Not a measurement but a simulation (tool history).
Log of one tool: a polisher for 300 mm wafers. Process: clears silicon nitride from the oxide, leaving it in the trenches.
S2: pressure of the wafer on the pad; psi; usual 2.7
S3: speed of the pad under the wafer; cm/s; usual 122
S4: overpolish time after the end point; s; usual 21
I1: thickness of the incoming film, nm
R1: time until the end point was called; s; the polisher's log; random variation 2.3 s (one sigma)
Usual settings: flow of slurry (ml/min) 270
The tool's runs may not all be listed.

{"run": 1, "hour": 0.0, "flow of slurry (ml/min)": 270, "S2": 2.7, "S3": 94, "S4": 21, "I1": 110.6, "R1": 137.9}
{"hour": 74.1, "done": "worn pad replaced by a new one"}
{"run": 2, "hour": 88.0, "flow of slurry (ml/min)": 240, "S2": 2.7, "S3": 122, "S4": 26, "I1": 108.7, "R1": 110}
{"hour": 111.3, "done": "head pressure recalibrated"}
{"run": 3, "hour": 171.0, "flow of slurry (ml/min)": 270, "S2": 2.7, "S3": 122, "S4": 21, "I1": 108.3, "R1": 116.7}
{"run": 4, "hour": 231.9, "flow of slurry (ml/min)": 270, "S2": 2.7, "S3": 122, "S4": 21, "I1": 109.4, "R1": 114.3}
{"run": 5, "hour": 282.9, "flow of slurry (ml/min)": 270, "S2": 2.7, "S3": 122, "S4": 21, "I1": 110.6, "R1": 113.9}
{"run": 6, "hour": 560.6, "flow of slurry (ml/min)": 270, "S2": 2.7, "S3": 122, "S4": 21, "I1": 110.5, "R1": 108.4}
{"hour": 728.7, "done": "worn pad replaced by a new one"}
{"hour": 743.4, "done": "slurry nozzle cleaned"}
{"run": 7, "hour": 802.4, "flow of slurry (ml/min)": 270, "S2": 2.7, "S3": 102, "S4": 21, "I1": 110.4, "R1": 127.7}
{"hour": 858.1, "done": "head pressure recalibrated"}
{"run": 8, "hour": 873.4, "flow of slurry (ml/min)": 270, "S2": 2.7, "S3": 102, "S4": 21, "I1": 109.6, "R1": 139.3}
{"run": 9, "hour": 960.6, "flow of slurry (ml/min)": 270, "S2": 2.7, "S3": 102, "S4": 21, "I1": 110.6, "R1": 140.6}
{"run": 10, "hour": 1005.9, "flow of slurry (ml/min)": 270, "S2": 2.7, "S3": 122, "S4": 14, "I1": 110.3, "R1": 114.9}
{"run": 11, "hour": 1083.5, "flow of slurry (ml/min)": 270, "S2": 2.7, "S3": 122, "S4": 14, "I1": 109.9, "R1": 113.6}
{"run": 12, "hour": 1163.2, "flow of slurry (ml/min)": 270, "S2": 2.7, "S3": 122, "S4": 27, "I1": 109, "R1": 111}
{"run": 13, "hour": 1266.9, "flow of slurry (ml/min)": 310, "S2": 2.3, "S3": 122, "S4": 21, "I1": 111.9, "R1": 127.4}
{"run": 14, "hour": 1336.7, "flow of slurry (ml/min)": 230, "S2": 2.1, "S3": 138, "S4": 30, "I1": 110.8, "R1": 118.7}
{"run": 15, "hour": 1400.9, "flow of slurry (ml/min)": 270, "S2": 2.7, "S3": 82, "S4": 21, "I1": 109.8, "R1": 162.8}
{"hour": 1415.8, "done": "slurry nozzle cleaned"}
{"hour": 1482.3, "done": "worn pad replaced by a new one"}
{"run": 16, "hour": 1482.8, "flow of slurry (ml/min)": 240, "S2": 2.7, "S3": 122, "S4": 26, "I1": 110.7, "R1": 112}
{"run": 17, "hour": 1583.2, "flow of slurry (ml/min)": 270, "S2": 2.7, "S3": 122, "S4": 21, "I1": 108.7, "R1": 107.4}
{"run": 18, "hour": 1625.3, "flow of slurry (ml/min)": 305, "S2": 2.7, "S3": 122, "S4": 21, "I1": 109.6, "R1": 105.3}
{"hour": 1688.3, "done": "head pressure recalibrated"}
{"run": 19, "hour": 1732.7, "flow of slurry (ml/min)": 270, "S2": 2.3, "S3": 94, "S4": 26, "I1": 111.5, "R1": 173.3}
{"run": 20, "hour": 1783.5, "flow of slurry (ml/min)": 235, "S2": 2.3, "S3": 104, "S4": 17, "I1": 111, "R1": 151.5}
{"run": 21, "hour": 1889.7, "flow of slurry (ml/min)": 315, "S2": 2.7, "S3": 122, "S4": 12, "I1": 111.4, "R1": 113.2}
{"run": 22, "hour": 1960.6, "flow of slurry (ml/min)": 270, "S2": 2.7, "S3": 140, "S4": 21, "I1": 111.4, "R1": 101.1}
{"run": 23, "hour": 2060.8, "flow of slurry (ml/min)": 175, "S2": 2.7, "S3": 150, "S4": 21, "I1": 108.9, "R1": 91.9}
{"hour": 2120.7, "done": "slurry nozzle cleaned"}
{"run": 24, "hour": 2163.8, "flow of slurry (ml/min)": 175, "S2": 3.1, "S3": 90, "S4": 10, "I1": 112.1, "R1": 139.9}
{"run": 25, "hour": 2243.2, "flow of slurry (ml/min)": 270, "S2": 2.7, "S3": 122, "S4": 21, "I1": 111.7, "R1": 108.9}
{"hour": 2278.6, "done": "worn pad replaced by a new one"}
{"run": 26, "hour": 2329.9, "flow of slurry (ml/min)": 365, "S2": 1.8, "S3": 122, "S4": 21, "I1": 110.5, "R1": 137.1}
{"run": 27, "hour": 2394.9, "flow of slurry (ml/min)": 270, "S2": 2.7, "S3": 122, "S4": 21, "I1": 108.5, "R1": 105.1}
{"run": 28, "hour": 2486.3, "flow of slurry (ml/min)": 315, "S2": 3.6, "S3": 122, "S4": 21, "I1": 110, "R1": 84.8}
{"hour": 2539.8, "done": "head pressure recalibrated"}
{"run": 29, "hour": 2550.1, "flow of slurry (ml/min)": 270, "S2": 2.7, "S3": 122, "S4": 21, "I1": 107.8, "R1": 110.7}
{"run": 30, "hour": 2641.3, "flow of slurry (ml/min)": 360, "S2": 2.7, "S3": 122, "S4": 21, "I1": 110, "R1": 111.8}
{"run": 31, "hour": 2696.9, "flow of slurry (ml/min)": 210, "S2": 3.1, "S3": 122, "S4": 21, "I1": 111.7, "R1": 106.3}
{"run": 32, "hour": 2791.5, "flow of slurry (ml/min)": 350, "S2": 3.5, "S3": 160, "S4": 12, "I1": 109.7, "R1": 69.5}
{"hour": 2827.2, "done": "slurry nozzle cleaned"}
{"run": 33, "hour": 2865.4, "flow of slurry (ml/min)": 215, "S2": 2.7, "S3": 122, "S4": 21, "I1": 111.1, "R1": 112.5}
{"run": 34, "hour": 2953.8, "flow of slurry (ml/min)": 350, "S2": 3.1, "S3": 94, "S4": 21, "I1": 111.6, "R1": 130.5}
{"run": 35, "hour": 2993.2, "flow of slurry (ml/min)": 270, "S2": 3.2, "S3": 150, "S4": 30, "I1": 110.6, "R1": 79.9}

Forecast each of these 5 alternatives for the next run:
{"run": "A", "hour": 2993.7, "flow of slurry (ml/min)": 270, "S2": 2.7, "S3": 122, "S4": 21, "I1": 110.6, "R1": "?"}
{"run": "B", "hour": 2993.7, "flow of slurry (ml/min)": 270, "S2": 2, "S3": 158, "S4": 21, "I1": 110.6, "R1": "?"}
{"run": "C", "hour": 2993.7, "flow of slurry (ml/min)": 300, "S2": 2.7, "S3": 152, "S4": 34, "I1": 110.6, "R1": "?"}
{"run": "D", "hour": 2993.7, "flow of slurry (ml/min)": 180, "S2": 2.7, "S3": 122, "S4": 25, "I1": 110.6, "R1": "?"}
{"run": "E", "hour": 2993.7, "flow of slurry (ml/min)": 270, "S2": 1.8, "S3": 122, "S4": 21, "I1": 110.6, "R1": "?"}

run=A R1=112.1
run=B R1=105.9
run=C R1=89.2
run=D R1=116.6
run=E R1=146.5
Without the tool's hidden state the same runs would have given:
run=A R1=118.3
run=B R1=111.7
run=C R1=94.1
run=D R1=123.1
run=E R1=154.5
